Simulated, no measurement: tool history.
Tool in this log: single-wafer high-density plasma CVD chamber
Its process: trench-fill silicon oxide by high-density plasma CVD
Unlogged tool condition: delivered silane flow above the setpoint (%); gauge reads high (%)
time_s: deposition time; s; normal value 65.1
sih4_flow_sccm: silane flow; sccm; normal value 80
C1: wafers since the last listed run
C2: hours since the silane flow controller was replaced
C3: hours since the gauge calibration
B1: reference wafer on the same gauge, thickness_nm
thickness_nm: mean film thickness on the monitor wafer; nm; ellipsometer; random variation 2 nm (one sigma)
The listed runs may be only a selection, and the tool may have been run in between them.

run 1 hour=0 | time_s=65.1 sih4_flow_sccm=80 | C1=0 C2=648.9 C3=696.3 | B1=449.968 | thickness_nm=437.707
run 2 hour=83.8 | time_s=65.1 sih4_flow_sccm=80 | C1=2089 C2=732.7 C3=780.1 | B1=450.294 | thickness_nm=441.425
run 3 hour=301.4 | time_s=65.1 sih4_flow_sccm=80 | C1=5426 C2=950.3 C3=997.7 | B1=449.314 | thickness_nm=437.695
run 4 hour=582.5 | time_s=65.1 sih4_flow_sccm=80 | C1=7010 C2=1231.4 C3=1278.8 | B1=450.337 | thickness_nm=438.058
run 5 hour=621.1 | time_s=65.1 sih4_flow_sccm=80 | C1=962 C2=1270 C3=1317.4 | B1=449.112 | thickness_nm=436.135
run 6 hour=686.7 | time_s=65.1 sih4_flow_sccm=80 | C1=1635 C2=1335.6 C3=1383 | B1=450.851 | thickness_nm=432.286
-- hour=757.7 silane flow controller replaced
run 7 hour=778 | time_s=65.1 sih4_flow_sccm=83 | C1=2077 C2=20.3 C3=1474.3 | B1=451.11 | thickness_nm=462.124
run 8 hour=848.8 | time_s=65.1 sih4_flow_sccm=83 | C1=1765 C2=91.1 C3=1545.1 | B1=449.564 | thickness_nm=462.735
run 9 hour=908.5 | time_s=65.1 sih4_flow_sccm=83 | C1=1488 C2=150.8 C3=1604.8 | B1=449.929 | thickness_nm=461.345
run 10 hour=976.3 | time_s=65.1 sih4_flow_sccm=80 | C1=1690 C2=218.6 C3=1672.6 | B1=450.114 | thickness_nm=446.686
run 11 hour=1062.3 | time_s=65.1 sih4_flow_sccm=80 | C1=2144 C2=304.6 C3=1758.6 | B1=450.232 | thickness_nm=448.516
-- hour=1092 gauge calibrated
run 12 hour=1146.8 | time_s=65.1 sih4_flow_sccm=80 | C1=2107 C2=389.1 C3=54.8 | B1=450.646 | thickness_nm=445.755
run 13 hour=1222.1 | time_s=65.1 sih4_flow_sccm=80 | C1=1877 C2=464.4 C3=130.1 | B1=450.493 | thickness_nm=447.472
run 14 hour=1267.4 | time_s=65.1 sih4_flow_sccm=80 | C1=1129 C2=509.7 C3=175.4 | B1=451.005 | thickness_nm=440.208
run 15 hour=1374.8 | time_s=65.1 sih4_flow_sccm=80 | C1=2678 C2=617.1 C3=282.8 | B1=449.526 | thickness_nm=446.035
run 16 hour=1415.8 | time_s=65.1 sih4_flow_sccm=66 | C1=1022 C2=658.1 C3=323.8 | B1=450.737 | thickness_nm=374.946
run 17 hour=1533.7 | time_s=70 sih4_flow_sccm=95 | C1=2940 C2=776 C3=441.7 | B1=450.055 | thickness_nm=549.623
run 18 hour=1596.7 | time_s=60.6 sih4_flow_sccm=87 | C1=1571 C2=839 C3=504.7 | B1=449.708 | thickness_nm=442.486
run 19 hour=1654.2 | time_s=56.9 sih4_flow_sccm=94 | C1=1433 C2=896.5 C3=562.2 | B1=451.044 | thickness_nm=443.227
run 20 hour=1748.4 | time_s=73.5 sih4_flow_sccm=70 | C1=2349 C2=990.7 C3=656.4 | B1=451.242 | thickness_nm=443.379
run 21 hour=1848 | time_s=72.3 sih4_flow_sccm=67 | C1=2483 C2=1090.3 C3=756 | B1=449.798 | thickness_nm=419.047
run 22 hour=1964.7 | time_s=53.8 sih4_flow_sccm=72 | C1=2910 C2=1207 C3=872.7 | B1=450.214 | thickness_nm=334.615
run 23 hour=2053 | time_s=59.1 sih4_flow_sccm=90 | C1=2202 C2=1295.3 C3=961 | B1=450.632 | thickness_nm=437.364
run 24 hour=2104.3 | time_s=61.4 sih4_flow_sccm=85 | C1=1279 C2=1346.6 C3=1012.3 | B1=450.336 | thickness_nm=434.138
run 25 hour=2146.9 | time_s=58 sih4_flow_sccm=64 | C1=1062 C2=1389.2 C3=1054.9 | B1=450.075 | thickness_nm=318.625
run 26 hour=2212.8 | time_s=59.1 sih4_flow_sccm=80 | C1=1643 C2=1455.1 C3=1120.8 | B1=449.535 | thickness_nm=394.068

5 options for the next run, each taken on its own from the tool as it stands now. Forecast them:
run A hour=2213.2 | time_s=65.1 sih4_flow_sccm=80 | C1=9 C2=1455.5 C3=1121.2 | B1=? | thickness_nm=?
run B hour=2213.2 | time_s=52.4 sih4_flow_sccm=73 | C1=9 C2=1455.5 C3=1121.2 | B1=? | thickness_nm=?
run C hour=2213.2 | time_s=74.9 sih4_flow_sccm=74 | C1=9 C2=1455.5 C3=1121.2 | B1=? | thickness_nm=?
run D hour=2213.2 | time_s=69.8 sih4_flow_sccm=96 | C1=9 C2=1455.5 C3=1121.2 | B1=? | thickness_nm=?
run E hour=2213.2 | time_s=58.2 sih4_flow_sccm=65 | C1=9 C2=1455.5 C3=1121.2 | B1=? | thickness_nm=?

run=A B1=449.731 thickness_nm=441.238
run=B B1=449.731 thickness_nm=327.939
run=C B1=449.731 thickness_nm=474.311
run=D B1=449.731 thickness_nm=555.973
run=E B1=449.731 thickness_nm=329.685
With the hidden condition removed and each run's random variation left untouched, the same runs would have given:
run=A thickness_nm=450.709
run=B thickness_nm=334.977
run=C thickness_nm=484.491
run=D thickness_nm=567.906
run=E thickness_nm=336.761
